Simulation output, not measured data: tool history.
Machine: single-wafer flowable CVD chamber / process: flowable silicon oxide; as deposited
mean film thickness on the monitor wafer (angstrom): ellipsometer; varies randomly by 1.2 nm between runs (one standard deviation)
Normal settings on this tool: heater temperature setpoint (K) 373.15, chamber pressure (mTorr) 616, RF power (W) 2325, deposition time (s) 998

| run | day | heater temperature setpoint (K) | chamber pressure (mTorr) | RF power (W) | deposition time (s) | wafers since the last listed run | hours since the last thermocouple change | hours since the last RF generator calibration | hours since the last manometer calibration | hours since the showerhead was replaced | hours since the gauge calibration | read-back reference wafer on the same gauge, thickness_nm | mean film thickness on the monitor wafer (angstrom) |
|---|---|---|---|---|---|---|---|---|---|---|---|---|---|
| 1 | 0 | 369.15 | 534 | 2325 | 998 | 0 | 1099.6 | 1347.6 | 1609.3 | 2959.4 | 1107.9 | 396.787 | 4518.64 |
| 2 | 2.504 | 369.15 | 616 | 2690 | 998 | 94 | 1159.7 | 1407.7 | 1669.4 | 3019.5 | 1168 | 397.184 | 5315.13 |
| 3 | 3.862 | 369.15 | 616 | 2690 | 998 | 51 | 1192.3 | 1440.3 | 1702 | 3052.1 | 1200.6 | 397.14 | 5328.7 |
|  | 4.454 | thermocouple changed; heater temperature recalibrated |
| 4 | 5.538 | 369.15 | 616 | 2690 | 998 | 50 | 26 | 1480.5 | 1742.2 | 3092.3 | 1240.8 | 396.858 | 5306.41 |
|  | 6.875 | RF generator calibrated |
| 5 | 7.592 | 373.15 | 583 | 2325 | 998 | 64 | 75.3 | 17.2 | 1791.5 | 3141.6 | 1290.1 | 397.242 | 4420.36 |
| 6 | 9.983 | 373.15 | 583 | 2325 | 998 | 89 | 132.7 | 74.6 | 1848.9 | 3199 | 1347.5 | 396.715 | 4402.05 |
| 7 | 12.929 | 373.15 | 616 | 2110 | 998 | 110 | 203.4 | 145.3 | 1919.6 | 3269.7 | 1418.2 | 396.942 | 4617.39 |
| 8 | 14.517 | 373.15 | 729 | 2325 | 998 | 59 | 241.5 | 183.4 | 1957.7 | 3307.8 | 1456.3 | 397.441 | 5512.17 |
| 9 | 15.842 | 384.15 | 489 | 2040 | 937 | 49 | 273.3 | 215.2 | 1989.5 | 3339.6 | 1488.1 | 396.799 | 2486.14 |
| 10 | 17.754 | 373.15 | 616 | 2325 | 998 | 71 | 319.2 | 261.1 | 2035.4 | 3385.5 | 1534 | 396.722 | 4674.69 |
| 11 | 20.512 | 373.15 | 616 | 2325 | 998 | 103 | 385.4 | 327.3 | 2101.6 | 3451.7 | 1600.2 | 397.051 | 4668.36 |
|  | 21.108 | showerhead replaced |
| 12 | 21.75 | 365.15 | 524 | 2160 | 1135 | 33 | 415.1 | 357 | 2131.3 | 15.4 | 1629.9 | 397.005 | 5638.65 |
| 13 | 23.933 | 373.15 | 616 | 2325 | 998 | 82 | 467.5 | 409.4 | 2183.7 | 67.8 | 1682.3 | 396.96 | 4651.7 |
| 14 | 25.912 | 373.15 | 507 | 2325 | 802 | 74 | 515 | 456.9 | 2231.2 | 115.3 | 1729.8 | 396.917 | 3079.24 |
| 15 | 27.942 | 373.15 | 616 | 2325 | 859 | 76 | 563.7 | 505.6 | 2279.9 | 164 | 1778.5 | 397.048 | 3995.29 |
|  | 28.338 | gauge calibrated |
|  | 30.558 | capacitance manometer re-zeroed and calibrated |
| 16 | 30.75 | 373.15 | 616 | 2325 | 998 | 92 | 631.1 | 573 | 4.6 | 231.4 | 57.9 | 397.039 | 4866.22 |
| 17 | 32.962 | 373.15 | 616 | 2325 | 998 | 83 | 684.2 | 626.1 | 57.7 | 284.5 | 111 | 396.789 | 4827.17 |
| 18 | 34.354 | 386.15 | 522 | 2030 | 1092 | 52 | 717.6 | 659.5 | 91.1 | 317.9 | 144.4 | 397.073 | 3024.76 |
| 19 | 37.158 | 362.15 | 541 | 2175 | 927 | 105 | 784.9 | 726.8 | 158.4 | 385.2 | 211.7 | 396.726 | 5393.06 |
| 20 | 39.079 | 373.15 | 616 | 2325 | 998 | 72 | 831 | 772.9 | 204.5 | 431.3 | 257.8 | 396.879 | 4817.08 |
| 21 | 40.438 | 367.15 | 552 | 2690 | 1173 | 51 | 863.6 | 805.5 | 237.1 | 463.9 | 290.4 | 396.517 | 6102.21 |
| 22 | 41.817 | 378.15 | 706 | 2770 | 1078 | 51 | 896.7 | 838.6 | 270.2 | 497 | 323.5 | 397.651 | 5200.44 |
| 23 | 43.871 | 373.15 | 722 | 1965 | 941 | 77 | 946 | 887.9 | 319.5 | 546.3 | 372.8 | 396.954 | 5224.3 |
| 24 | 45.508 | 369.15 | 616 | 2690 | 998 | 61 | 985.3 | 927.2 | 358.8 | 585.6 | 412.1 | 396.835 | 5468.64 |
| 25 | 46.692 | 373.15 | 616 | 2325 | 998 | 44 | 1013.7 | 955.6 | 387.2 | 614 | 440.5 | 397.324 | 4781.29 |
|  | 48.521 | thermocouple changed; heater temperature recalibrated |
| 26 | 49.317 | 373.15 | 481 | 2325 | 998 | 86 | 19.1 | 1018.6 | 450.2 | 677 | 503.5 | 397.062 | 3735.99 |
| 27 | 51.242 | 373.15 | 548 | 2325 | 879 | 72 | 65.3 | 1064.8 | 496.4 | 723.2 | 549.7 | 397.003 | 3733.4 |

The tool's hidden state at each run:
wafer temperature above the value expected at the setpoint (K): 0 at every run
delivered RF power above the setpoint (%): 0 at every run
gauge reads high (%): 0 at every run
H1: true pressure above the setpoint (%)
| run | H1 |
|---|---|
| 1 | -3.36 |
| 2 | -3.4 |
| 3 | -3.43 |
| 4 | -3.45 |
| 5 | -3.48 |
| 6 | -3.51 |
| 7 | -3.55 |
| 8 | -3.57 |
| 9 | -3.59 |
| 10 | -3.61 |
| 11 | -3.64 |
| 12 | -3.65 |
| 13 | -3.67 |
| 14 | -3.69 |
| 15 | -3.7 |
| 16 | 0.334 |
| 17 | 0.0994 |
| 18 | -0.0413 |
| 19 | -0.309 |
| 20 | -0.481 |
| 21 | -0.597 |
| 22 | -0.71 |
| 23 | -0.872 |
| 24 | -0.994 |
| 25 | -1.08 |
| 26 | -1.26 |
| 27 | -1.38 |

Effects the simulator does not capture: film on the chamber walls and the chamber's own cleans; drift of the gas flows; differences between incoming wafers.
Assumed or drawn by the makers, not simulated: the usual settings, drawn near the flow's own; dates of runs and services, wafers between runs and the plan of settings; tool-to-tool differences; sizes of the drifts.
